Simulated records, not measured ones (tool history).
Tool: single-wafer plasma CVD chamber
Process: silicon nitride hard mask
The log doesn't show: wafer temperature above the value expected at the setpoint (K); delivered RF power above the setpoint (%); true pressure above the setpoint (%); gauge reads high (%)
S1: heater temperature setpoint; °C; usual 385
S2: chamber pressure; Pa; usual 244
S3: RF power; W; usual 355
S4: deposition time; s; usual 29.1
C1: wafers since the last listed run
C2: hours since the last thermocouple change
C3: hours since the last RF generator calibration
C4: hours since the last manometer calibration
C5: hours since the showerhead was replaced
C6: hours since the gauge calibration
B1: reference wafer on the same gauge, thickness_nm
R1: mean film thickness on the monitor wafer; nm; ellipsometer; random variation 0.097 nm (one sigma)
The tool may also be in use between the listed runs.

run	hour	S1	S2	S3	S4	C1	C2	C3	C4	C5	C6	B1	R1
1	0	385	244	355	29.1	0	177.9	495.3	1583.7	5719.5	1178.4	39.171	39.794
2	72.9	385	244	355	29.1	1548	250.8	568.2	1656.6	5792.4	1251.3	39.182	39.82
3	165.4	385	244	355	29.1	1965	343.3	660.7	1749.1	5884.9	1343.8	39.224	39.846
4	214.6	385	244	355	29.1	1045	392.5	709.9	1798.3	5934.1	1393	39.193	39.84
# hour 238.8: capacitance manometer re-zeroed and calibrated
5	255.5	385	244	355	29.1	699	433.4	750.8	16.7	5975	1433.9	39.193	39.518
# hour 327.3: RF generator calibrated
6	331.5	385	244	355	29.1	1444	509.4	4.2	92.7	6051	1509.9	39.215	39.993
7	371.2	385	244	355	29.1	843	549.1	43.9	132.4	6090.7	1549.6	39.191	39.919
8	454.3	385	244	355	29.1	1765	632.2	127	215.5	6173.8	1632.7	39.186	39.837
9	504.8	385	244	355	29.1	1073	682.7	177.5	266	6224.3	1683.2	39.179	40.147
10	669.1	385	244	355	31.6	3490	847	341.8	430.3	6388.6	1847.5	39.199	43.236
11	841.9	385	244	355	31.6	3671	1019.8	514.6	603.1	6561.4	2020.3	39.189	43.34
12	939.9	385	216	355	29.1	2082	1117.8	612.6	701.1	6659.4	2118.3	39.201	38.22
# hour 1036.8: RF generator calibrated
13	1045.6	380	244	355	29.1	2075	1223.5	8.8	806.8	6765.1	2224	39.216	40.157
14	1361	380	244	355	29.1	6701	1538.9	324.2	1122.2	7080.5	2539.4	39.23	39.823
15	1448.1	397	300	355	29.1	1850	1626	411.3	1209.3	7167.6	2626.5	39.196	41.923
16	1489.1	394	244	375	29.1	871	1667	452.3	1250.3	7208.6	2667.5	39.202	41.721
17	1534.7	385	244	335	29.1	968	1712.6	497.9	1295.9	7254.2	2713.1	39.204	37.514
18	1579.2	385	244	315	29.1	945	1757.1	542.4	1340.4	7298.7	2757.6	39.239	35.085
19	1658.1	385	244	355	26.3	1676	1836	621.3	1419.3	7377.6	2836.5	39.175	35.817
# hour 1690.9: gauge calibrated
20	1749.8	394	244	375	29.1	1948	1927.7	713	1511	7469.3	58.9	39.167	41.79
21	1831.4	385	244	390	26.7	1733	2009.3	794.6	1592.6	7550.9	140.5	39.203	39.717
22	1928.3	385	284	415	29.1	2058	2106.2	891.5	1689.5	7647.8	237.4	39.196	47.372
# hour 1940.7: RF generator calibrated
# hour 1941.5: showerhead replaced
# hour 1961.1: capacitance manometer re-zeroed and calibrated
# hour 1983.2: thermocouple changed; heater temperature recalibrated
23	2013	385	225	355	32.3	1273	29.8	72.3	51.9	71.5	322.1	39.207	43.475
24	2066.9	372	304	290	26.3	1145	83.7	126.2	105.8	125.4	376	39.215	30.704
25	2347.1	385	244	355	29.1	5953	363.9	406.4	386	405.6	656.2	39.182	39.954
26	2428.8	385	244	355	29.1	1735	445.6	488.1	467.7	487.3	737.9	39.223	39.856
27	2471.3	393	281	415	32.6	903	488.1	530.6	510.2	529.8	780.4	39.232	52.878
28	2568.2	385	244	355	29.1	2058	585	627.5	607.1	626.7	877.3	39.198	39.555

3 ways to go on from here, each from the tool as it stands after run 28. What would each give?
A	2568.6	385	244	355	29.1	8	585.4	627.9	607.5	627.1	877.7	?	?
B	2568.6	385	208	355	29.1	8	585.4	627.9	607.5	627.1	877.7	?	?
C	2568.6	385	213	355	26.1	8	585.4	627.9	607.5	627.1	877.7	?	?

run	B1	R1
A	39.193	39.747
B	39.193	38.054
C	39.193	34.382
Without the tool's hidden state the same runs would have given:
run	R1
A	40.13
B	38.421
C	34.714
